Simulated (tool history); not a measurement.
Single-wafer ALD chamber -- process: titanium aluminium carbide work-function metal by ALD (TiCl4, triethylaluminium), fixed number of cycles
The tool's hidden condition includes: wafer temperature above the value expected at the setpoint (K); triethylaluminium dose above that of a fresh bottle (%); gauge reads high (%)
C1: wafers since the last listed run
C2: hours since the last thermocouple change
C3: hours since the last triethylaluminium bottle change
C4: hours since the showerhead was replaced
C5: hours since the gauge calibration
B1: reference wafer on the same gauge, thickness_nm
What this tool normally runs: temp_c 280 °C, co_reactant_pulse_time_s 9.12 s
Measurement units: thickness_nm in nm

run 1 day=0.000 | temp_c=280 co_reactant_pulse_time_s=9.12 | C1=0 C2=123.2 C3=326.2 C4=2347.7 C5=1456.7 | B1=1.611 | thickness_nm=1.895
run 2 day=3.725 | temp_c=280 co_reactant_pulse_time_s=9.12 | C1=1036 C2=212.6 C3=415.6 C4=2437.1 C5=1546.1 | B1=1.609 | thickness_nm=1.880
run 3 day=6.521 | temp_c=280 co_reactant_pulse_time_s=9.12 | C1=777 C2=279.7 C3=482.7 C4=2504.2 C5=1613.2 | B1=1.610 | thickness_nm=1.881
run 4 day=10.762 | temp_c=290 co_reactant_pulse_time_s=9.12 | C1=1180 C2=381.5 C3=584.5 C4=2606.0 C5=1715.0 | B1=1.610 | thickness_nm=1.958
-- day=11.517 triethylaluminium bottle replaced
run 5 day=13.879 | temp_c=290 co_reactant_pulse_time_s=9.12 | C1=774 C2=456.3 C3=56.7 C4=2680.8 C5=1789.8 | B1=1.610 | thickness_nm=2.019
run 6 day=17.750 | temp_c=280 co_reactant_pulse_time_s=9.12 | C1=1076 C2=549.2 C3=149.6 C4=2773.7 C5=1882.7 | B1=1.610 | thickness_nm=1.917
run 7 day=25.312 | temp_c=280 co_reactant_pulse_time_s=9.12 | C1=2103 C2=730.7 C3=331.1 C4=2955.2 C5=2064.2 | B1=1.610 | thickness_nm=1.897
run 8 day=30.958 | temp_c=280 co_reactant_pulse_time_s=9.12 | C1=1570 C2=866.2 C3=466.6 C4=3090.7 C5=2199.7 | B1=1.609 | thickness_nm=1.889
run 9 day=34.833 | temp_c=280 co_reactant_pulse_time_s=6.56 | C1=1077 C2=959.2 C3=559.6 C4=3183.7 C5=2292.7 | B1=1.610 | thickness_nm=1.756
run 10 day=37.662 | temp_c=280 co_reactant_pulse_time_s=9.12 | C1=787 C2=1027.1 C3=627.5 C4=3251.6 C5=2360.6 | B1=1.610 | thickness_nm=1.901
run 11 day=39.679 | temp_c=280 co_reactant_pulse_time_s=9.12 | C1=561 C2=1075.5 C3=675.9 C4=3300.0 C5=2409.0 | B1=1.609 | thickness_nm=1.892
-- day=40.188 triethylaluminium bottle replaced
run 12 day=41.783 | temp_c=289 co_reactant_pulse_time_s=10.91 | C1=492 C2=1126.0 C3=38.3 C4=3350.5 C5=2459.5 | B1=1.609 | thickness_nm=2.056
run 13 day=44.971 | temp_c=280 co_reactant_pulse_time_s=9.12 | C1=886 C2=1202.5 C3=114.8 C4=3427.0 C5=2536.0 | B1=1.609 | thickness_nm=1.943
run 14 day=47.629 | temp_c=276 co_reactant_pulse_time_s=7.67 | C1=739 C2=1266.3 C3=178.6 C4=3490.8 C5=2599.8 | B1=1.610 | thickness_nm=1.841
run 15 day=50.404 | temp_c=280 co_reactant_pulse_time_s=9.12 | C1=771 C2=1332.9 C3=245.2 C4=3557.4 C5=2666.4 | B1=1.610 | thickness_nm=1.924
run 16 day=53.733 | temp_c=269 co_reactant_pulse_time_s=9.12 | C1=926 C2=1412.8 C3=325.1 C4=3637.3 C5=2746.3 | B1=1.611 | thickness_nm=1.834
run 17 day=57.508 | temp_c=280 co_reactant_pulse_time_s=9.12 | C1=1050 C2=1503.4 C3=415.7 C4=3727.9 C5=2836.9 | B1=1.610 | thickness_nm=1.927
-- day=59.958 showerhead replaced
run 18 day=60.242 | temp_c=280 co_reactant_pulse_time_s=9.12 | C1=667 C2=1569.0 C3=481.3 C4=6.8 C5=2902.5 | B1=1.609 | thickness_nm=1.919
run 19 day=61.833 | temp_c=273 co_reactant_pulse_time_s=6.25 | C1=442 C2=1607.2 C3=519.5 C4=45.0 C5=2940.7 | B1=1.611 | thickness_nm=1.712
-- day=67.212 gauge calibrated
-- day=70.492 triethylaluminium bottle replaced
-- day=70.508 thermocouple changed; heater temperature recalibrated
run 20 day=72.633 | temp_c=274 co_reactant_pulse_time_s=9.12 | C1=2907 C2=51.0 C3=51.4 C4=304.2 C5=130.1 | B1=1.610 | thickness_nm=1.878
run 21 day=75.233 | temp_c=267 co_reactant_pulse_time_s=10.87 | C1=723 C2=113.4 C3=113.8 C4=366.6 C5=192.5 | B1=1.610 | thickness_nm=1.856
run 22 day=78.092 | temp_c=280 co_reactant_pulse_time_s=9.12 | C1=795 C2=182.0 C3=182.4 C4=435.2 C5=261.1 | B1=1.610 | thickness_nm=1.903
run 23 day=79.650 | temp_c=270 co_reactant_pulse_time_s=9.12 | C1=433 C2=219.4 C3=219.8 C4=472.6 C5=298.5 | B1=1.609 | thickness_nm=1.823
run 24 day=82.471 | temp_c=294 co_reactant_pulse_time_s=11.05 | C1=784 C2=287.1 C3=287.5 C4=540.3 C5=366.2 | B1=1.610 | thickness_nm=2.068
run 25 day=86.692 | temp_c=280 co_reactant_pulse_time_s=9.12 | C1=1174 C2=388.4 C3=388.8 C4=641.6 C5=467.5 | B1=1.611 | thickness_nm=1.895
run 26 day=92.954 | temp_c=286 co_reactant_pulse_time_s=7.17 | C1=1742 C2=538.7 C3=539.1 C4=791.9 C5=617.8 | B1=1.610 | thickness_nm=1.842
run 27 day=97.296 | temp_c=285 co_reactant_pulse_time_s=9.12 | C1=1207 C2=642.9 C3=643.3 C4=896.1 C5=722.0 | B1=1.610 | thickness_nm=1.923
-- day=99.388 triethylaluminium bottle replaced
run 28 day=99.888 | temp_c=280 co_reactant_pulse_time_s=9.12 | C1=628 C2=705.1 C3=12.0 C4=958.3 C5=784.2 | B1=1.610 | thickness_nm=1.939
run 29 day=103.562 | temp_c=284 co_reactant_pulse_time_s=12.43 | C1=1022 C2=793.3 C3=100.2 C4=1046.5 C5=872.4 | B1=1.611 | thickness_nm=2.025
run 30 day=105.446 | temp_c=291 co_reactant_pulse_time_s=9.12 | C1=523 C2=838.5 C3=145.4 C4=1091.7 C5=917.6 | B1=1.610 | thickness_nm=2.012
run 31 day=107.604 | temp_c=280 co_reactant_pulse_time_s=9.12 | C1=600 C2=890.3 C3=197.2 C4=1143.5 C5=969.4 | B1=1.610 | thickness_nm=1.916
run 32 day=114.033 | temp_c=287 co_reactant_pulse_time_s=5.67 | C1=1788 C2=1044.6 C3=351.5 C4=1297.8 C5=1123.7 | B1=1.609 | thickness_nm=1.758

What if the next run were any one of these 5? Each begins from the tool's condition after run 32:
run A day=114.050 | temp_c=280 co_reactant_pulse_time_s=9.12 | C1=4 C2=1045.0 C3=351.9 C4=1298.2 C5=1124.1 | B1=? | thickness_nm=?
run B day=114.050 | temp_c=289 co_reactant_pulse_time_s=5.56 | C1=4 C2=1045.0 C3=351.9 C4=1298.2 C5=1124.1 | B1=? | thickness_nm=?
run C day=114.050 | temp_c=273 co_reactant_pulse_time_s=11.97 | C1=4 C2=1045.0 C3=351.9 C4=1298.2 C5=1124.1 | B1=? | thickness_nm=?
run D day=114.050 | temp_c=274 co_reactant_pulse_time_s=10.55 | C1=4 C2=1045.0 C3=351.9 C4=1298.2 C5=1124.1 | B1=? | thickness_nm=?
run E day=114.050 | temp_c=286 co_reactant_pulse_time_s=7.35 | C1=4 C2=1045.0 C3=351.9 C4=1298.2 C5=1124.1 | B1=? | thickness_nm=?

run=A B1=1.609 thickness_nm=1.899
run=B B1=1.609 thickness_nm=1.754
run=C B1=1.609 thickness_nm=1.916
run=D B1=1.609 thickness_nm=1.895
run=E B1=1.609 thickness_nm=1.863
The same runs, with their run-to-run variation unchanged, on a tool lacking any hidden condition would have given:
run=A thickness_nm=1.935
run=B thickness_nm=1.835
run=C thickness_nm=1.928
run=D thickness_nm=1.917
run=E thickness_nm=1.920
